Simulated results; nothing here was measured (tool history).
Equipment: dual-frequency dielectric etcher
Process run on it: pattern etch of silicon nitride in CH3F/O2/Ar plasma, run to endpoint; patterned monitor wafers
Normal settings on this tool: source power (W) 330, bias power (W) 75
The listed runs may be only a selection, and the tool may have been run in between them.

run   hour  source power (W)  bias power (W)  incoming incoming film thickness, nm  endpoint time (s)
  1      0               330              75                                 24.54               36.7
  2   18.2               330              75                                 24.69               36.4
  3   46.6               330              81                                 24.47               35.4
  4   61.9               330              81                                  24.5               35.5
  5   82.3               330              75                                 24.48               36.4
  6  109.8               330              75                                 24.69                 37
  7  132.7               330              75                                 24.46               36.5
     172.9  -- wet clean of the chamber
  8  173.4               330              75                                 24.87               36.7
  9  186.6               330              75                                 24.56               36.4
 10  210.1               330              75                                 24.48               36.6
 11  240.9               400              58                                 24.86               37.9
 12  253.6               330              75                                 24.93               37.4
 13  285.3               330              75                                 24.46               36.4
     325.2  -- upper electrode replaced
 14  325.7               330              87                                 24.62               34.8
       330  -- bias power generator calibrated
 15  341.2               280              65                                 24.41               40.3
 16  371.3               330              89                                 24.44               34.1
     394.7  -- source power generator calibrated
 17  402.1               330              85                                 24.64               35.3
 18  506.9               410              87                                 24.66               32.5
 19  525.7               410              80                                 24.56               33.1
 20  554.3               370              90                                 24.52               32.7

Give the tool's hidden conditions for every run:
etch rate over this chamber's usual, %: 0 at every run
source power that arrives over what is set, %: 0 at every run
bias power that arrives over what is set, %: 0 at every run
